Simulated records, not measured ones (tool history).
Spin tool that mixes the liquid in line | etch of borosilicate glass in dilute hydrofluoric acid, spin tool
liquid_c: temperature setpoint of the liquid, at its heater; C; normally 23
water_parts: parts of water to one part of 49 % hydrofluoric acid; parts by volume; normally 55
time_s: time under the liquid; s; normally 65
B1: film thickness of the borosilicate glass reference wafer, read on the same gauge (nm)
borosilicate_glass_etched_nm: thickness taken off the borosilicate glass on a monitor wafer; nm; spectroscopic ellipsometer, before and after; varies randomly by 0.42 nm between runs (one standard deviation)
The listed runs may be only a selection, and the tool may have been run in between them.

Run 1, hour 0: usual settings but liquid_c 25 C; B1 50.01. Result: borosilicate_glass_etched_nm 47.52 nm.
Run 2, hour 12.6: usual settings but liquid_c 25 C; B1 50. Result: borosilicate_glass_etched_nm 47.57 nm.
Run 3, hour 20.9: usual settings but time_s 75 s; B1 49.99. Result: borosilicate_glass_etched_nm 50.45 nm.
Run 4, hour 33.2: usual settings but time_s 75 s; B1 49.99. Result: borosilicate_glass_etched_nm 50.27 nm.
Run 5, hour 46.3: usual settings but time_s 75 s; B1 50.01. Result: borosilicate_glass_etched_nm 49.75 nm.
Run 6, hour 57.2: usual settings but liquid_c 25.5 C, time_s 90 s; B1 50. Result: borosilicate_glass_etched_nm 65.25 nm.
Run 7, hour 66.2: usual settings but liquid_c 25.5 C, time_s 90 s; B1 50.01. Result: borosilicate_glass_etched_nm 65.88 nm.
Run 8, hour 79.6: usual settings but liquid_c 25.5 C, time_s 90 s; B1 50. Result: borosilicate_glass_etched_nm 65.16 nm.
Run 9, hour 91.8: usual settings; B1 50.01. Result: borosilicate_glass_etched_nm 42.51 nm.
Run 10, hour 106.5: usual settings; B1 50. Result: borosilicate_glass_etched_nm 42.71 nm.
At hour 116.9: gauge calibrated.
Run 11, hour 121.1: usual settings; B1 50. Result: borosilicate_glass_etched_nm 42.42 nm.
Run 12, hour 132.5: usual settings; B1 50. Result: borosilicate_glass_etched_nm 41.71 nm.
At hour 136: thermometer replaced.
At hour 148.2: hydrofluoric acid flow meter replaced.
Run 13, hour 148.7: usual settings but liquid_c 26.5 C, water_parts 35 parts by volume, time_s 105 s; B1 50.01. Result: borosilicate_glass_etched_nm 144.01 nm.
Run 14, hour 156.4: usual settings but liquid_c 19 C; B1 49.99. Result: borosilicate_glass_etched_nm 41.06 nm.
Run 15, hour 171.4: usual settings but liquid_c 19 C; B1 50. Result: borosilicate_glass_etched_nm 40.01 nm.
Run 16, hour 181.5: usual settings but liquid_c 26 C, time_s 50 s; B1 49.98. Result: borosilicate_glass_etched_nm 41.65 nm.
Run 17, hour 199: usual settings but liquid_c 24.5 C, water_parts 75 parts by volume; B1 50. Result: borosilicate_glass_etched_nm 35.98 nm.
Run 18, hour 215.8: usual settings but liquid_c 27.5 C, time_s 50 s; B1 49.99. Result: borosilicate_glass_etched_nm 42.45 nm.
Run 19, hour 225.6: usual settings but water_parts 40 parts by volume, time_s 40 s; B1 50. Result: borosilicate_glass_etched_nm 39.83 nm.
Run 20, hour 240.9: usual settings but water_parts 75 parts by volume; B1 49.99. Result: borosilicate_glass_etched_nm 33 nm.
Run 21, hour 249.3: usual settings; B1 50.03. Result: borosilicate_glass_etched_nm 46.29 nm.
Run 22, hour 262.9: usual settings but liquid_c 28 C; B1 50. Result: borosilicate_glass_etched_nm 55.97 nm.
Run 23, hour 288.4: usual settings but liquid_c 27.5 C, water_parts 80 parts by volume, time_s 50 s; B1 49.99. Result: borosilicate_glass_etched_nm 27.81 nm.
Run 24, hour 305.5: usual settings but water_parts 45 parts by volume; B1 50. Result: borosilicate_glass_etched_nm 56.11 nm.

A few steps of borosilicate_glass_etched_nm between consecutive runs. Split each: what settings, incoming material and random variation would produce without the hidden state, and what is left over for the hidden state, along with gauge scatter present in only one of the two compared results (measured, and without hidden state):
What the log doesn't record here: liquid hotter than its thermometer reads (K); hydrofluoric acid flow below the setpoint (%); gauge reads high (%).
Run 8 -> 9: liquid_c 25.5 -> 23, time_s 90 -> 65. borosilicate_glass_etched_nm -22.65 nm: hidden state +3.13, all else -25.78.
Run 12 -> 13: liquid_c 23 -> 26.5, water_parts 55 -> 35, time_s 65 -> 105, thermometer replaced, hydrofluoric acid flow meter replaced. borosilicate_glass_etched_nm +102.3 nm: hidden state +3.12, all else +99.18.
Run 13 -> 14: liquid_c 26.5 -> 19, water_parts 35 -> 55, time_s 105 -> 65. borosilicate_glass_etched_nm -102.95 nm: hidden state +2.57, all else -105.52.
